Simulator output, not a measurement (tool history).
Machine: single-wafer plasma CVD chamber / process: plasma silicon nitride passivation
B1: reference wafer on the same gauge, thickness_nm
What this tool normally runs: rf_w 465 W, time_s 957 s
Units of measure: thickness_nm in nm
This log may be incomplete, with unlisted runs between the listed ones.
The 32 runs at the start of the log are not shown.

Run 33, day 67.383: usual settings but rf_w 545 W, time_s 769 s; B1 1619.212. Result: thickness_nm 1146.838 nm.
Run 34, day 69.304: usual settings but rf_w 385 W; B1 1621.414. Result: thickness_nm 1309.619 nm.
Run 35, day 71.533: usual settings but rf_w 505 W, time_s 818 s; B1 1620.313. Result: thickness_nm 1202.728 nm.
Run 36, day 74.417: usual settings but rf_w 430 W, time_s 1126 s; B1 1620.567. Result: thickness_nm 1589.157 nm.
Run 37, day 75.854: usual settings but rf_w 510 W, time_s 1104 s; B1 1621.957. Result: thickness_nm 1626.000 nm.
Run 38, day 78.458: usual settings; B1 1621.930. Result: thickness_nm 1379.145 nm.
Run 39, day 81.133: usual settings but rf_w 415 W, time_s 821 s; B1 1620.244. Result: thickness_nm 1150.802 nm.
Run 40, day 83.417: usual settings; B1 1619.828. Result: thickness_nm 1380.431 nm.

Forecast each of these 5 alternatives for the next run:
Run A, day 83.446: usual settings; B1 ?. Result: thickness_nm ?.
Run B, day 83.446: usual settings but time_s 1063 s; B1 ?. Result: thickness_nm ?.
Run C, day 83.446: usual settings but rf_w 395 W, time_s 892 s; B1 ?. Result: thickness_nm ?.
Run D, day 83.446: usual settings but rf_w 535 W, time_s 861 s; B1 ?. Result: thickness_nm ?.
Run E, day 83.446: usual settings but rf_w 540 W, time_s 883 s; B1 ?. Result: thickness_nm ?.

run        B1  thickness_nm
  A  1620.272      1382.113
  B  1620.272      1535.200
  C  1620.272      1238.930
  D  1620.272      1287.156
  E  1620.272      1323.112
With no hidden state in the tool, these same runs would have given:
run  thickness_nm
  A      1382.113
  B      1535.200
  C      1238.930
  D      1287.156
  E      1323.112
